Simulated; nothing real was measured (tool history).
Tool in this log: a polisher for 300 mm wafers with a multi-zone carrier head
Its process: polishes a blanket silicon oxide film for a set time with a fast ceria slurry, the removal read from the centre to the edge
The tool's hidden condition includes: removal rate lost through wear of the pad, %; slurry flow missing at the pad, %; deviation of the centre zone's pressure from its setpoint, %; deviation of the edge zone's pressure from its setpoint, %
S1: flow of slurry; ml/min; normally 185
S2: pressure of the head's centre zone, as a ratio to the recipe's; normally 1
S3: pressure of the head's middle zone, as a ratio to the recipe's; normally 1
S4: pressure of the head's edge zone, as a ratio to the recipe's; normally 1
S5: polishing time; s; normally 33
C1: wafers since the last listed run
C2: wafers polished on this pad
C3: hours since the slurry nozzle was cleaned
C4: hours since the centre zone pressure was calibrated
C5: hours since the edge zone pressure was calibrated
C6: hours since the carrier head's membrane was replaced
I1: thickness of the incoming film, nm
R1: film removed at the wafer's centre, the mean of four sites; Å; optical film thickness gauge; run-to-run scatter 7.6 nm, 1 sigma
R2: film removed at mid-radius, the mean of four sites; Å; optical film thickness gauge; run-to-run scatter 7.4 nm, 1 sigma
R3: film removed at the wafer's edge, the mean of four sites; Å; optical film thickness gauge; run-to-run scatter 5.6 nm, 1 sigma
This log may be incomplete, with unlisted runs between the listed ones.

run	hour	S1	S2	S3	S4	S5	C1	C2	C3	C4	C5	C6	I1	R1	R2	R3
1	0	185	1	1	1.07	33	0	4162	645.1	125.8	566.8	812	2052.9	6112	5949	6207
# hour 56.5: worn pad replaced by a new one
2	106.4	185	1	1	1.07	33	1213	591	751.5	232.2	673.2	918.4	1978.6	6055	5885	6309
# hour 120.6: slurry nozzle cleaned
3	165.6	185	1	1	1	33	689	1281	45	291.4	732.4	977.6	2006.3	6590	6370	6436
4	202.7	185	1	1	1	33	439	1720	82.1	328.5	769.5	1014.7	2025	6517	6221	6280
# hour 233.2: centre zone pressure recalibrated
5	243	185	1	1	1	33	453	2174	122.4	9.8	809.8	1055	2010.2	6447	6246	6293
6	318.6	185	1	1	1	27	895	3070	198	85.4	885.4	1130.6	2013.7	5253	5064	5142
7	403.1	185	0.92	1	0.89	33	1001	4071	282.5	169.9	969.9	1215.1	2025	5812	6008	6031
8	456.8	185	1	1	1.07	33	636	4708	336.2	223.6	1023.6	1268.8	2005.5	6202	6119	6434
# hour 518.7: worn pad replaced by a new one
9	559.4	215	0.89	1	1.09	33	1168	482	438.8	326.2	1126.2	1371.4	2031.3	5959	6366	6711
# hour 605.8: edge zone pressure recalibrated
# hour 608.8: centre zone pressure recalibrated
10	623.9	185	0.95	1	1	24	716	1199	503.3	15.1	18.1	1435.9	2003.4	4314	4532	4573
11	685.6	220	1	1	1	27	731	1930	565	76.8	79.8	1497.6	1992.7	5312	5087	5131
# hour 712: carrier head's membrane replaced by a new one
12	785.7	185	1	1	1	33	1126	3057	665.1	176.9	179.9	73.7	2007.4	5992	5798	5933
13	872.8	185	1	1	1	33	1032	4089	752.2	264	267	160.8	2007.7	5792	5607	5815
# hour 907.5: worn pad replaced by a new one
14	939.8	125	1	1.04	1	36	746	382	819.2	331	334	227.8	1990.8	5624	5707	5937
15	1009.8	215	1	1	1	37	829	1211	889.2	401	404	297.8	2033.5	6590	6438	6668
# hour 1031.5: centre zone pressure recalibrated
# hour 1058.1: slurry nozzle cleaned
16	1083.1	185	1	1	1	38	833	2044	25	51.6	477.3	371.1	1989.1	7436	6978	7237
17	1154	185	1	1	1.04	33	840	2885	95.9	122.5	548.2	442	2016.1	6352	6027	6356
18	1195.1	185	1	1	1	33	487	3372	137	163.6	589.3	483.1	1991.4	6340	6118	6227

Expected results for the next run?
19	1234.3	185	1	1	1	33	464	3836	176.2	202.8	628.5	522.3	2002.5	?	?	?

Run 19 yielded R1 6288 Å, R2 6148 Å, R3 6223 Å.
Had the tool carried no hidden state, the very same run would have given R1 6731 Å, R2 6577 Å, R3 6648 Å.

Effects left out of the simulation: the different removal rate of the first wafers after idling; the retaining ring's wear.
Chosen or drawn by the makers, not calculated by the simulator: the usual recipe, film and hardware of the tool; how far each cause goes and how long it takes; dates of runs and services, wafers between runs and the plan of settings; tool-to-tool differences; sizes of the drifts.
